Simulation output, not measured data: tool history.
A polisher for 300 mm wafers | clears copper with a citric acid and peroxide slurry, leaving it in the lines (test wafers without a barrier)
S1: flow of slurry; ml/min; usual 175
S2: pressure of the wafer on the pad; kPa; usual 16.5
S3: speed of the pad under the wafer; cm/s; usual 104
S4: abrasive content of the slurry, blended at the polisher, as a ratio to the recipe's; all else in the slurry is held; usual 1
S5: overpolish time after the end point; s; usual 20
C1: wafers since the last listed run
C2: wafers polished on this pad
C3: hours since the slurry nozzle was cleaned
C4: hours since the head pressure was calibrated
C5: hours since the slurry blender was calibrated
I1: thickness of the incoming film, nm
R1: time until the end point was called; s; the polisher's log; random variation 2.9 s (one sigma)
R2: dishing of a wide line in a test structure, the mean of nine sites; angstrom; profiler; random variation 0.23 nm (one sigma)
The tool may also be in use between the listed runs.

run 1 day=0 | S1=175 S2=16.5 S3=104 S4=1 S5=20 | C1=0 C2=509 C3=170 C4=828.8 C5=24.2 | I1=257.2 | R1=196.1 R2=118
run 2 day=0.638 | S1=175 S2=16.5 S3=104 S4=1 S5=20 | C1=152 C2=662 C3=185.3 C4=844.1 C5=39.5 | I1=256.2 | R1=200.3 R2=118
run 3 day=1.5 | S1=175 S2=16.5 S3=104 S4=1 S5=20 | C1=206 C2=868 C3=206 C4=864.8 C5=60.2 | I1=259 | R1=204.4 R2=117
run 4 day=2.075 | S1=175 S2=16.5 S3=104 S4=1 S5=11 | C1=137 C2=1006 C3=219.8 C4=878.6 C5=74 | I1=256.8 | R1=196.6 R2=87
run 5 day=3.483 | S1=175 S2=16.5 S3=104 S4=1 S5=11 | C1=337 C2=1343 C3=253.6 C4=912.4 C5=107.8 | I1=255.9 | R1=205.9 R2=86
run 6 day=4.092 | S1=150 S2=16.5 S3=104 S4=1 S5=20 | C1=145 C2=1489 C3=268.2 C4=927 C5=122.4 | I1=255.9 | R1=210.7 R2=117
run 7 day=4.7 | S1=150 S2=16.5 S3=104 S4=1 S5=20 | C1=145 C2=1634 C3=282.8 C4=941.6 C5=137 | I1=256.4 | R1=215.7 R2=115
run 8 day=5.392 | S1=150 S2=16.5 S3=104 S4=1 S5=20 | C1=165 C2=1800 C3=299.4 C4=958.2 C5=153.6 | I1=255.4 | R1=221 R2=113
-- day=5.629 worn pad replaced by a new one
run 9 day=6.617 | S1=175 S2=16.5 S3=104 S4=1 S5=20 | C1=253 C2=236 C3=328.8 C4=987.6 C5=183 | I1=258.7 | R1=186 R2=122
run 10 day=7.771 | S1=175 S2=16.5 S3=122 S4=1 S5=20 | C1=276 C2=513 C3=356.5 C4=1015.3 C5=210.7 | I1=254.1 | R1=162.5 R2=125
-- day=8.15 slurry blender recalibrated
run 11 day=8.921 | S1=135 S2=18.6 S3=74 S4=1.15 S5=20 | C1=255 C2=768 C3=384.1 C4=1042.9 C5=18.5 | I1=252.5 | R1=209.9 R2=116
run 12 day=9.738 | S1=220 S2=17.9 S3=104 S4=1 S5=11 | C1=195 C2=964 C3=403.7 C4=1062.5 C5=38.1 | I1=254.9 | R1=170.1 R2=99
run 13 day=10.25 | S1=195 S2=16.5 S3=104 S4=1.25 S5=20 | C1=122 C2=1086 C3=416 C4=1074.8 C5=50.4 | I1=252.7 | R1=176.4 R2=126
-- day=11.029 head pressure recalibrated
run 14 day=11.533 | S1=175 S2=16.5 S3=104 S4=1 S5=20 | C1=287 C2=1374 C3=446.8 C4=12.1 C5=81.2 | I1=254.7 | R1=196.4 R2=119
run 15 day=12.312 | S1=175 S2=16.5 S3=104 S4=1 S5=13 | C1=186 C2=1560 C3=465.5 C4=30.8 C5=99.9 | I1=255.1 | R1=202 R2=96
-- day=12.538 worn pad replaced by a new one
run 16 day=12.908 | S1=145 S2=16.5 S3=104 S4=1 S5=20 | C1=102 C2=89 C3=479.8 C4=45.1 C5=114.2 | I1=254.2 | R1=185.8 R2=121
-- day=15.054 slurry nozzle cleaned
run 17 day=16.429 | S1=225 S2=16.5 S3=114 S4=0.75 S5=20 | C1=833 C2=922 C3=33 C4=129.6 C5=198.7 | I1=259.6 | R1=194.8 R2=122
run 18 day=17.671 | S1=135 S2=13.1 S3=80 S4=1 S5=16 | C1=297 C2=1219 C3=62.8 C4=159.4 C5=228.5 | I1=255.4 | R1=304.5 R2=85
run 19 day=18.329 | S1=175 S2=16.5 S3=104 S4=1.1 S5=12 | C1=157 C2=1377 C3=78.6 C4=175.2 C5=244.3 | I1=256.5 | R1=189.8 R2=98
-- day=19.133 slurry blender recalibrated
run 20 day=19.275 | S1=225 S2=16.5 S3=104 S4=1 S5=27 | C1=206 C2=1583 C3=101.3 C4=197.9 C5=3.4 | I1=251.5 | R1=192.1 R2=130
-- day=20.096 worn pad replaced by a new one
run 21 day=20.117 | S1=175 S2=21.4 S3=104 S4=1.15 S5=20 | C1=161 C2=4 C3=121.5 C4=218.1 C5=23.6 | I1=251.9 | R1=131.4 R2=134
run 22 day=21.425 | S1=175 S2=16.5 S3=104 S4=1.2 S5=20 | C1=313 C2=317 C3=152.9 C4=249.5 C5=55 | I1=251 | R1=173 R2=122
run 23 day=22.217 | S1=205 S2=20 S3=104 S4=0.7 S5=20 | C1=189 C2=507 C3=171.9 C4=268.5 C5=74 | I1=251.4 | R1=167 R2=125
run 24 day=22.721 | S1=175 S2=16.5 S3=104 S4=0.9 S5=20 | C1=120 C2=628 C3=184 C4=280.6 C5=86.1 | I1=256.9 | R1=197.8 R2=119
run 25 day=23.983 | S1=175 S2=16.5 S3=104 S4=1 S5=20 | C1=302 C2=930 C3=214.3 C4=310.9 C5=116.4 | I1=254.1 | R1=185.6 R2=119
run 26 day=25.421 | S1=175 S2=16.5 S3=78 S4=1 S5=20 | C1=344 C2=1274 C3=248.8 C4=345.4 C5=150.9 | I1=252.1 | R1=235.4 R2=113
-- day=26.717 worn pad replaced by a new one
-- day=28.038 slurry blender recalibrated
run 27 day=28.688 | S1=175 S2=11.7 S3=104 S4=1.25 S5=20 | C1=722 C2=452 C3=327.2 C4=423.8 C5=15.6 | I1=254.7 | R1=241.2 R2=112
run 28 day=29.412 | S1=130 S2=16.5 S3=104 S4=1 S5=20 | C1=173 C2=625 C3=344.6 C4=441.2 C5=33 | I1=256.4 | R1=206.6 R2=121

Forecast each of these 4 alternatives for the next run:
run A day=29.433 | S1=175 S2=16.5 S3=104 S4=1.1 S5=20 | C1=4 C2=630 C3=345.1 C4=441.7 C5=33.5 | I1=254.8 | R1=? R2=?
run B day=29.433 | S1=175 S2=13.1 S3=104 S4=1 S5=15 | C1=4 C2=630 C3=345.1 C4=441.7 C5=33.5 | I1=254.8 | R1=? R2=?
run C day=29.433 | S1=175 S2=16.5 S3=104 S4=0.9 S5=11 | C1=4 C2=630 C3=345.1 C4=441.7 C5=33.5 | I1=254.8 | R1=? R2=?
run D day=29.433 | S1=175 S2=16.5 S3=104 S4=0.8 S5=20 | C1=4 C2=630 C3=345.1 C4=441.7 C5=33.5 | I1=254.8 | R1=? R2=?

run=A R1=178.8 R2=120
run=B R1=232 R2=94
run=C R1=192.5 R2=87
run=D R1=201.8 R2=115
Without the tool's hidden state the same runs would have given:
run=A R1=170.9 R2=122
run=B R1=221.6 R2=96
run=C R1=183.9 R2=90
run=D R1=192.8 R2=117
